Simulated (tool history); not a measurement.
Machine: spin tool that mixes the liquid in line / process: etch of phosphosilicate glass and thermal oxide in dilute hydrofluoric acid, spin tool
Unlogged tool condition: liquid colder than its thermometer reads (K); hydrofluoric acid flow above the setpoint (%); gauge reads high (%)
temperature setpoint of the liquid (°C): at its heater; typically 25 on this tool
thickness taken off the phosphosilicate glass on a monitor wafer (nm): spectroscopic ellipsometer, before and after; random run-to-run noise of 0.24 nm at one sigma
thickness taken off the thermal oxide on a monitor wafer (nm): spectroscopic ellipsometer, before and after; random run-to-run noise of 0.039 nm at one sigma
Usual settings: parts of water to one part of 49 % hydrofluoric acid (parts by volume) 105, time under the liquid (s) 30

run	hour	temperature setpoint of the liquid (°C)	parts of water to one part of 49 % hydrofluoric acid (parts by volume)	time under the liquid (s)	wafers since the last listed run	hours since the thermometer was replaced	hours since the hydrofluoric acid flow meter was replaced	hours since the gauge calibration	read-back film thickness of the phosphosilicate glass reference wafer, read on the same gauge (nm)	read-back film thickness of the thermal oxide reference wafer, read on the same gauge (nm)	thickness taken off the phosphosilicate glass on a monitor wafer (nm)	thickness taken off the thermal oxide on a monitor wafer (nm)
1	0	28	105	25	0	1844.8	331	571.9	79.98	139.977	45.22	1.362
2	7.6	28	105	25	151	1852.4	338.6	579.5	80.06	139.973	45.19	1.358
3	15.9	28	105	25	165	1860.7	346.9	587.8	80	140.01	45.27	1.33
4	23.8	25	105	20	157	1868.6	354.8	595.7	79.99	139.992	32.4	0.924
5	41.6	21	145	30	354	1886.4	372.6	613.5	80.01	140.004	28.72	0.91
6	50	25	105	30	167	1894.8	381	621.9	80.01	139.995	48.64	1.487
7	63.3	29	105	30	265	1908.1	394.3	635.2	80.03	139.995	56.67	1.814
# hour 65.2: thermometer replaced
# hour 73.9: gauge calibrated
8	80.9	25	105	30	331	15.7	411.9	7	80.05	139.985	48.99	1.486
9	93.8	25	90	15	257	28.6	424.8	19.9	80	139.986	29.26	0.872
# hour 101.8: hydrofluoric acid flow meter replaced
10	103.5	25	65	30	173	38.3	1.7	29.6	79.98	139.989	78.41	2.445
11	121.4	25	105	30	356	56.2	19.6	47.5	80.01	140.025	46.24	1.363
12	133.9	23	105	30	249	68.7	32.1	60	80	139.99	43.11	1.277
13	147	21	105	30	261	81.8	45.2	73.1	79.98	140.023	39.66	1.198
14	163	25	105	30	319	97.8	61.2	89.1	80	140	46.47	1.432
15	171.8	25	105	50	175	106.6	70	97.9	79.93	139.994	78.06	2.311
16	178.1	21.5	80	15	125	112.9	76.3	104.2	79.98	140.008	27.5	0.812
17	189.8	22	105	30	233	124.6	88	115.9	80	139.987	41.76	1.209
18	205.3	25	75	40	309	140.1	103.5	131.4	80.03	140.023	91.7	2.83
19	222.1	29.5	120	40	335	156.9	120.3	148.2	79.97	140.002	63.61	1.955
20	236.2	25	105	30	281	171	134.4	162.3	79.96	140.003	47.05	1.417
21	246.5	25	105	35	205	181.3	144.7	172.6	79.98	140.004	55.68	1.735
22	259.2	27.5	70	25	253	194	157.4	185.3	80	139.992	67.89	1.971
23	265.7	27.5	155	15	129	200.5	163.9	191.8	79.98	139.999	16.49	0.507
24	272.5	25	105	30	135	207.3	170.7	198.6	80	140.02	47.21	1.4
25	279.3	25	85	20	135	214.1	177.5	205.4	79.95	139.998	40.42	1.195
26	287.8	25	75	30	169	222.6	186	213.9	80	140.019	69.17	2.137
27	300.9	27.5	150	30	261	235.7	199.1	227	79.94	139.995	34.97	1.03

Predict each of these 3 candidate next runs independently; none follows another, all start after run 27:
A	301.3	25	105	30	7	236.1	199.5	227.4	?	?	?	?
B	301.3	25	105	40	7	236.1	199.5	227.4	?	?	?	?
C	301.3	27.5	120	20	7	236.1	199.5	227.4	?	?	?	?

run	read-back film thickness of the phosphosilicate glass reference wafer, read on the same gauge (nm)	read-back film thickness of the thermal oxide reference wafer, read on the same gauge (nm)	thickness taken off the phosphosilicate glass on a monitor wafer (nm)	thickness taken off the thermal oxide on a monitor wafer (nm)
A	80	139.986	47.73	1.437
B	80	139.986	63.64	1.917
C	80	139.986	30.1	0.906
Stripped of hidden state, with their random variation kept, the same runs would have yielded:
run	thickness taken off the phosphosilicate glass on a monitor wafer (nm)	thickness taken off the thermal oxide on a monitor wafer (nm)
A	45.86	1.381
B	61.15	1.842
C	28.9	0.87
